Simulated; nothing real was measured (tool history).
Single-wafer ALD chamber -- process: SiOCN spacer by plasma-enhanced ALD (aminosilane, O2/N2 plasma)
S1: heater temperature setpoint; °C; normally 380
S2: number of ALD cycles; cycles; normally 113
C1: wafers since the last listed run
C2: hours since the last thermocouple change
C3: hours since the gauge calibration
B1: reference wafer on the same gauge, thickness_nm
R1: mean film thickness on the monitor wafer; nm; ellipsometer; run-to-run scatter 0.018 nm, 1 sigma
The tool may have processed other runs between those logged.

run	hour	S1	S2	C1	C2	C3	B1	R1
1	0	380	113	0	851.1	668.6	8.298	7.28
2	45.2	380	113	88	896.3	713.8	8.292	7.287
3	116	380	113	139	967.1	784.6	8.275	7.272
4	178.9	380	113	123	1030	847.5	8.259	7.249
5	237	380	113	114	1088.1	905.6	8.254	7.262
6	284.9	380	113	94	1136	953.5	8.24	7.258
7	349	380	113	126	1200.1	1017.6	8.216	7.256
8	383.4	380	113	67	1234.5	1052	8.21	7.207
# hour 399.3: thermocouple changed; heater temperature recalibrated
# hour 431.5: gauge calibrated
9	436.4	380	113	88	37.1	4.9	8.362	7.358
10	502.3	380	113	129	103	70.8	8.362	7.373
11	528.3	374	95	51	129	96.8	8.359	6.161
12	596.4	380	113	134	197.1	164.9	8.367	7.34
13	639.3	380	113	84	240	207.8	8.364	7.338
14	671	389	130	62	271.7	239.5	8.347	8.444
15	711.9	389	102	80	312.6	280.4	8.351	6.638
16	757.9	369	128	90	358.6	326.4	8.348	8.313
17	817.7	380	113	117	418.4	386.2	8.348	7.325
18	884.5	380	104	131	485.2	453	8.336	6.753
19	929.3	391	123	88	530	497.8	8.317	7.966
20	955.1	392	124	50	555.8	523.6	8.324	8.035
21	986.9	392	133	62	587.6	555.4	8.32	8.594

Each row is a separate what-if for the run after 21, all from the same tool condition, not one after another. Results?
A	987.5	368	113	1	588.2	556	?	?
B	987.5	365	113	1	588.2	556	?	?
C	987.5	380	94	1	588.2	556	?	?

run	B1	R1
A	8.317	7.267
B	8.317	7.267
C	8.317	6.045
Without the tool's hidden state the same runs would have given:
run	R1
A	7.285
B	7.285
C	6.06

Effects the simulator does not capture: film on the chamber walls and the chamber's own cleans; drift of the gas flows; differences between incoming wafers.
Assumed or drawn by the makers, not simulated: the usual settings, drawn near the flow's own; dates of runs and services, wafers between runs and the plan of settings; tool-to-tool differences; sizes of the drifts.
